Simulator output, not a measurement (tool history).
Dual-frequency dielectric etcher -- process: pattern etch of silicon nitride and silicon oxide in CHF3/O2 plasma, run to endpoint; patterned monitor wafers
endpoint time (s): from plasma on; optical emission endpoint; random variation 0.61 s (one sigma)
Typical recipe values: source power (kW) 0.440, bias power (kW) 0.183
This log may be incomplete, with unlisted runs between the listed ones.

run,day,source power (kW),bias power (kW),wafers since the last listed run,hours since the last wet clean,hours since the last source power generator calibration,hours since the last bias power generator calibration,hours since the last upper electrode change,"incoming incoming film thickness, nm",endpoint time (s)
1,0.000,0.440,0.183,0,246.7,2677.8,1326.3,3346.3,240.2,174.3
2,3.125,0.440,0.183,488,321.7,2752.8,1401.3,3421.3,240.6,173.4
3,4.933,0.440,0.183,282,365.1,2796.2,1444.7,3464.7,241.3,174.0
# day 10.121: wet clean of the chamber
4,10.142,0.440,0.183,657,0.5,2921.2,1569.7,3589.7,239.9,172.9
5,12.904,0.440,0.183,431,66.8,2987.5,1636.0,3656.0,240.0,174.0
6,16.896,0.440,0.183,623,162.6,3083.3,1731.8,3751.8,240.7,174.4
7,20.654,0.440,0.183,587,252.8,3173.5,1822.0,3842.0,237.9,172.8
8,23.317,0.440,0.183,416,316.7,3237.4,1885.9,3905.9,240.5,174.2
# day 27.804: wet clean of the chamber
9,27.825,0.440,0.183,548,0.5,3345.6,1994.1,4014.1,240.7,174.0
10,29.988,0.440,0.183,337,52.4,3397.5,2046.0,4066.0,240.6,175.3
11,31.975,0.440,0.183,310,100.1,3445.2,2093.7,4113.7,238.6,173.7
12,33.542,0.480,0.183,244,137.7,3482.8,2131.3,4151.3,239.8,169.4
13,37.600,0.370,0.161,634,235.1,3580.2,2228.7,4248.7,239.0,192.0
14,40.188,0.440,0.183,404,297.2,3642.3,2290.8,4310.8,241.0,174.1
15,43.204,0.440,0.183,471,369.6,3714.7,2363.2,4383.2,238.6,173.5
16,46.250,0.490,0.221,475,442.7,3787.8,2436.3,4456.3,239.1,156.4
# day 48.725: wet clean of the chamber
17,49.875,0.550,0.143,410,27.6,3874.8,2523.3,4543.3,242.1,178.3
# day 52.008: bias power generator calibrated
# day 52.046: upper electrode replaced
# day 53.862: source power generator calibrated
18,54.300,0.440,0.155,633,133.8,10.5,55.0,54.1,240.0,182.9
19,56.250,0.350,0.219,304,180.6,57.3,101.8,100.9,238.4,171.1
# day 68.746: wet clean of the chamber
20,69.508,0.400,0.206,1915,18.3,375.5,420.0,419.1,241.4,170.4
21,72.650,0.360,0.196,490,93.7,450.9,495.4,494.5,238.3,177.7
22,74.929,0.440,0.183,356,148.4,505.6,550.1,549.2,240.2,172.5
23,77.408,0.440,0.213,387,207.9,565.1,609.6,608.7,239.3,160.9

For some of the steps in endpoint time (s) from one run to the next: how much would appear even if the tool had no hidden state, given the settings, what came in and random variation, and how much remains for the hidden state plus any gauge scatter that the measured result and the result without hidden state don't share?
Unlogged tool condition in this case: etch rate over this chamber's usual, %; source power that arrives over what is set, %; bias power that arrives over what is set, %.
Run 12 -> 13: source power (kW) 0.480 -> 0.370, bias power (kW) 0.183 -> 0.161. endpoint time (s) +22.6: hidden state +0.3, all else +22.3.
Run 16 -> 17: source power (kW) 0.490 -> 0.550, bias power (kW) 0.221 -> 0.143, wet clean of the chamber. endpoint time (s) +21.9: hidden state +0.2, all else +21.7.
Run 17 -> 18: source power (kW) 0.550 -> 0.440, bias power (kW) 0.143 -> 0.155, bias power generator calibrated, upper electrode replaced, source power generator calibrated. endpoint time (s) +4.6: hidden state -2.6, all else +7.2.
